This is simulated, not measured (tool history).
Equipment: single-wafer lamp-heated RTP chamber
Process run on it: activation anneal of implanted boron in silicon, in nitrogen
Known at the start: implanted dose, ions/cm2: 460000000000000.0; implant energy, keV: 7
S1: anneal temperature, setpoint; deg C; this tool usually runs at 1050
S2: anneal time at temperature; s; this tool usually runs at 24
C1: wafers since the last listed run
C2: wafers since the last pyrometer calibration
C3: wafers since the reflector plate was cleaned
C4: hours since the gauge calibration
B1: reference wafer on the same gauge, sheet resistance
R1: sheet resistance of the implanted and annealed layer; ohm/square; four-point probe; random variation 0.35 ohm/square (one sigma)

{"run": 1, "day": 0.0, "S1": 1050, "S2": 18, "C1": 0, "C2": 4930, "C3": 9539, "C4": 182.5, "B1": 234.78, "R1": 235.27}
{"run": 2, "day": 0.746, "S1": 1050, "S2": 18, "C1": 144, "C2": 5075, "C3": 9684, "C4": 200.4, "B1": 234.54, "R1": 235.02}
{"run": 3, "day": 1.483, "S1": 1050, "S2": 18, "C1": 143, "C2": 5218, "C3": 9827, "C4": 218.1, "B1": 234.65, "R1": 235.16}
{"run": 4, "day": 2.212, "S1": 1031, "S2": 30, "C1": 141, "C2": 5360, "C3": 9968, "C4": 235.6, "B1": 234.44, "R1": 234.19}
{"run": 5, "day": 2.95, "S1": 1031, "S2": 30, "C1": 143, "C2": 5503, "C3": 10111, "C4": 253.3, "B1": 234.11, "R1": 233.49}
{"run": 6, "day": 3.25, "S1": 1050, "S2": 24, "C1": 58, "C2": 5561, "C3": 10169, "C4": 260.5, "B1": 234.08, "R1": 233.45}
{"run": 7, "day": 3.692, "S1": 1050, "S2": 24, "C1": 85, "C2": 5646, "C3": 10255, "C4": 271.1, "B1": 233.95, "R1": 233.93}
{"day": 4.179, "done": "pyrometer window cleaned and pyrometer calibrated"}
{"run": 8, "day": 4.292, "S1": 1050, "S2": 24, "C1": 51, "C2": 22, "C3": 10307, "C4": 285.5, "B1": 233.98, "R1": 232.84}
{"day": 4.746, "done": "reflector plate cleaned"}
{"run": 9, "day": 4.767, "S1": 1050, "S2": 24, "C1": 27, "C2": 49, "C3": 4, "C4": 296.9, "B1": 233.78, "R1": 233.08}
{"run": 10, "day": 5.171, "S1": 1050, "S2": 24, "C1": 78, "C2": 128, "C3": 82, "C4": 306.6, "B1": 233.58, "R1": 233.31}
{"run": 11, "day": 5.796, "S1": 1050, "S2": 34, "C1": 121, "C2": 249, "C3": 203, "C4": 321.6, "B1": 233.22, "R1": 230.68}
{"day": 5.967, "done": "gauge calibrated"}
{"run": 12, "day": 6.525, "S1": 1050, "S2": 34, "C1": 141, "C2": 390, "C3": 345, "C4": 13.4, "B1": 236.09, "R1": 234.16}
{"run": 13, "day": 6.983, "S1": 1050, "S2": 24, "C1": 88, "C2": 479, "C3": 434, "C4": 24.4, "B1": 236.1, "R1": 235.13}
{"run": 14, "day": 7.379, "S1": 1050, "S2": 24, "C1": 76, "C2": 556, "C3": 510, "C4": 33.9, "B1": 235.86, "R1": 235.08}
{"run": 15, "day": 8.096, "S1": 1050, "S2": 14, "C1": 138, "C2": 695, "C3": 649, "C4": 51.1, "B1": 235.88, "R1": 236.52}
{"run": 16, "day": 8.354, "S1": 1050, "S2": 24, "C1": 50, "C2": 745, "C3": 699, "C4": 57.3, "B1": 235.57, "R1": 235.12}
{"run": 17, "day": 8.846, "S1": 1058, "S2": 24, "C1": 95, "C2": 840, "C3": 795, "C4": 69.1, "B1": 235.79, "R1": 234.53}
{"run": 18, "day": 9.4, "S1": 1050, "S2": 24, "C1": 107, "C2": 948, "C3": 902, "C4": 82.4, "B1": 235.4, "R1": 234.25}
{"run": 19, "day": 9.708, "S1": 1032, "S2": 30, "C1": 59, "C2": 1007, "C3": 962, "C4": 89.8, "B1": 235.34, "R1": 234.52}
{"run": 20, "day": 10.433, "S1": 1050, "S2": 24, "C1": 140, "C2": 1148, "C3": 1103, "C4": 107.2, "B1": 235.37, "R1": 234.41}
{"run": 21, "day": 10.971, "S1": 1074, "S2": 24, "C1": 104, "C2": 1252, "C3": 1207, "C4": 120.1, "B1": 235.1, "R1": 232.33}
{"run": 22, "day": 11.454, "S1": 1041, "S2": 19, "C1": 93, "C2": 1346, "C3": 1301, "C4": 131.7, "B1": 234.84, "R1": 235.7}
{"run": 23, "day": 12.167, "S1": 1067, "S2": 36, "C1": 138, "C2": 1484, "C3": 1439, "C4": 148.8, "B1": 234.9, "R1": 229.97}
{"run": 24, "day": 12.55, "S1": 1076, "S2": 16, "C1": 74, "C2": 1559, "C3": 1513, "C4": 158.0, "B1": 234.6, "R1": 234.07}
{"run": 25, "day": 12.846, "S1": 1050, "S2": 11, "C1": 57, "C2": 1616, "C3": 1571, "C4": 165.1, "B1": 234.65, "R1": 237.14}

What was the tool's hidden state at every run in the log?
true wafer temperature minus pyrometer reading, K: 0, the same for each run
wafer temperature error from the tarnished reflector plate, K: 0, the same for each run
H1: gauge reads high (%)
run=1 H1=-0.513
run=2 H1=-0.585
run=3 H1=-0.656
run=4 H1=-0.726
run=5 H1=-0.797
run=6 H1=-0.825
run=7 H1=-0.868
run=8 H1=-0.925
run=9 H1=-0.971
run=10 H1=-1.01
run=11 H1=-1.07
run=12 H1=0.0366
run=13 H1=-0.00739
run=14 H1=-0.0454
run=15 H1=-0.114
run=16 H1=-0.139
run=17 H1=-0.186
run=18 H1=-0.239
run=19 H1=-0.269
run=20 H1=-0.339
run=21 H1=-0.39
run=22 H1=-0.437
run=23 H1=-0.505
run=24 H1=-0.542
run=25 H1=-0.57

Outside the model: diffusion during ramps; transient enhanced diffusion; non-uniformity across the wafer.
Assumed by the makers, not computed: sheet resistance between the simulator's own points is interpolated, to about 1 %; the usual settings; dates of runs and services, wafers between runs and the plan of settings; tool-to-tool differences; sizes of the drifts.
